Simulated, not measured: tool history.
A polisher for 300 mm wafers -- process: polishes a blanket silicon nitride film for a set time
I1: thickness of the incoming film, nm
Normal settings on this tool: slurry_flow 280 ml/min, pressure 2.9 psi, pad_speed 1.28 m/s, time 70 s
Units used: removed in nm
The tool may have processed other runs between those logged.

run 1 hour=0 | slurry_flow=280 pressure=2.9 pad_speed=1.28 time=79 | I1=661.9 | removed=134
run 2 hour=58.5 | slurry_flow=280 pressure=2.9 pad_speed=1.28 time=70 | I1=677.6 | removed=118.4
run 3 hour=99.5 | slurry_flow=280 pressure=2.9 pad_speed=1.28 time=70 | I1=668 | removed=126.7
run 4 hour=146.4 | slurry_flow=280 pressure=2.9 pad_speed=1.28 time=70 | I1=668.8 | removed=125.1
run 5 hour=213.3 | slurry_flow=280 pressure=2.9 pad_speed=1.28 time=70 | I1=669.1 | removed=126.2
run 6 hour=244.5 | slurry_flow=280 pressure=2.9 pad_speed=1.28 time=70 | I1=678.4 | removed=123.5
run 7 hour=268.6 | slurry_flow=280 pressure=2.9 pad_speed=1.28 time=70 | I1=665.7 | removed=122.3
run 8 hour=416.1 | slurry_flow=280 pressure=3.5 pad_speed=1.28 time=70 | I1=675.6 | removed=139.7
run 9 hour=476.1 | slurry_flow=280 pressure=2.5 pad_speed=1.48 time=70 | I1=667.9 | removed=126.1
run 10 hour=523.2 | slurry_flow=280 pressure=2.5 pad_speed=1.48 time=70 | I1=677.6 | removed=125.9
run 11 hour=564 | slurry_flow=280 pressure=2.9 pad_speed=1.28 time=70 | I1=659.4 | removed=120.5
run 12 hour=603.9 | slurry_flow=280 pressure=2.9 pad_speed=1.28 time=70 | I1=673.1 | removed=120.8
run 13 hour=650.7 | slurry_flow=280 pressure=2.9 pad_speed=1.28 time=70 | I1=667.8 | removed=121.3
run 14 hour=718.2 | slurry_flow=355 pressure=3.4 pad_speed=1.28 time=70 | I1=678.5 | removed=136.3
run 15 hour=750.6 | slurry_flow=280 pressure=2.6 pad_speed=1.02 time=53 | I1=668.2 | removed=71.7
run 16 hour=776.4 | slurry_flow=280 pressure=2 pad_speed=1.14 time=93 | I1=664.7 | removed=120.2
run 17 hour=838.5 | slurry_flow=240 pressure=2.9 pad_speed=1.52 time=70 | I1=676.5 | removed=135.4
run 18 hour=896.4 | slurry_flow=280 pressure=2.9 pad_speed=1.28 time=70 | I1=673.6 | removed=120
run 19 hour=952.9 | slurry_flow=280 pressure=2.9 pad_speed=0.88 time=80 | I1=666.6 | removed=103.2
run 20 hour=1016.1 | slurry_flow=280 pressure=2.9 pad_speed=1.16 time=70 | I1=666.8 | removed=112.3
run 21 hour=1061.4 | slurry_flow=220 pressure=3.7 pad_speed=1.4 time=93 | I1=673.9 | removed=196
run 22 hour=1123.3 | slurry_flow=205 pressure=2.9 pad_speed=1.5 time=70 | I1=676.8 | removed=132.2
run 23 hour=1189.1 | slurry_flow=310 pressure=3.4 pad_speed=1.14 time=50 | I1=680.8 | removed=88.1
run 24 hour=1258.5 | slurry_flow=215 pressure=2.1 pad_speed=1.52 time=79 | I1=680 | removed=130.5
run 25 hour=1321.6 | slurry_flow=280 pressure=2.9 pad_speed=1.28 time=48 | I1=671.6 | removed=85.7
run 26 hour=1362.4 | slurry_flow=280 pressure=2.9 pad_speed=1.66 time=54 | I1=664.7 | removed=117.5
run 27 hour=1433.2 | slurry_flow=375 pressure=3.7 pad_speed=1.1 time=89 | I1=667.6 | removed=164.3
run 28 hour=1469.6 | slurry_flow=280 pressure=2.9 pad_speed=1.28 time=70 | I1=681.2 | removed=121.9
run 29 hour=1494 | slurry_flow=235 pressure=2.9 pad_speed=1.68 time=55 | I1=665.5 | removed=117.3
run 30 hour=1536.3 | slurry_flow=280 pressure=2.9 pad_speed=0.92 time=76 | I1=674.4 | removed=102.1
run 31 hour=1574.6 | slurry_flow=280 pressure=2.9 pad_speed=0.98 time=70 | I1=661.8 | removed=98.2
run 32 hour=1604.3 | slurry_flow=280 pressure=2.9 pad_speed=1.28 time=70 | I1=660.6 | removed=120.9
run 33 hour=1669 | slurry_flow=280 pressure=3.3 pad_speed=1.28 time=70 | I1=669.8 | removed=130.3
run 34 hour=1712.4 | slurry_flow=280 pressure=2.9 pad_speed=0.94 time=70 | I1=660.6 | removed=95.7
run 35 hour=1744.6 | slurry_flow=280 pressure=2.9 pad_speed=1.28 time=70 | I1=678.1 | removed=121.6
run 36 hour=1786.5 | slurry_flow=370 pressure=2.9 pad_speed=1.28 time=81 | I1=669.9 | removed=142

Not shown: 8 entries that the log had between the listed runs. Between which runs, and how does the tool's hidden state differ before and after?
Between runs 2 and 3: head pressure recalibrated (hour 67.3)
  deviation of the head's pressure from its setpoint, %: -9.46 -> 1.26
  difference, measured minus the result without the unlogged condition, removed: -7.1 -> +1 nm
Between runs 5 and 6: slurry nozzle cleaned (hour 229.2)
  deviation of the head's pressure from its setpoint, %: -0.814 -> -1.29
  difference, measured minus the result without the unlogged condition, removed: -0.6 -> -0.9 nm
Between runs 6 and 7: worn pad replaced by a new one (hour 257.6)
  deviation of the head's pressure from its setpoint, %: -1.29 -> -1.64
  difference, measured minus the result without the unlogged condition, removed: -0.9 -> -1.3 nm
Between runs 14 and 15: worn pad replaced by a new one (hour 732.9)
  deviation of the head's pressure from its setpoint, %: -5.6 -> -5.76
  difference, measured minus the result without the unlogged condition, removed: -4.8 -> -2.6 nm
Between runs 19 and 20: slurry nozzle cleaned (hour 972.9)
  deviation of the head's pressure from its setpoint, %: -6.52 -> -6.69
  difference, measured minus the result without the unlogged condition, removed: -4.2 -> -4.8 nm
Between runs 22 and 23: worn pad replaced by a new one (hour 1161.8)
  deviation of the head's pressure from its setpoint, %: -6.94 -> -7.06
  difference, measured minus the result without the unlogged condition, removed: -5.7 -> -3.9 nm
Between runs 23 and 24: head pressure recalibrated (hour 1240.1)
  deviation of the head's pressure from its setpoint, %: -7.06 -> -0.9
  difference, measured minus the result without the unlogged condition, removed: -3.9 -> -0.8 nm
Between runs 32 and 33: worn pad replaced by a new one (hour 1634.3)
  deviation of the head's pressure from its setpoint, %: -6.01 -> -6.59
  difference, measured minus the result without the unlogged condition, removed: -4.6 -> -5.4 nm

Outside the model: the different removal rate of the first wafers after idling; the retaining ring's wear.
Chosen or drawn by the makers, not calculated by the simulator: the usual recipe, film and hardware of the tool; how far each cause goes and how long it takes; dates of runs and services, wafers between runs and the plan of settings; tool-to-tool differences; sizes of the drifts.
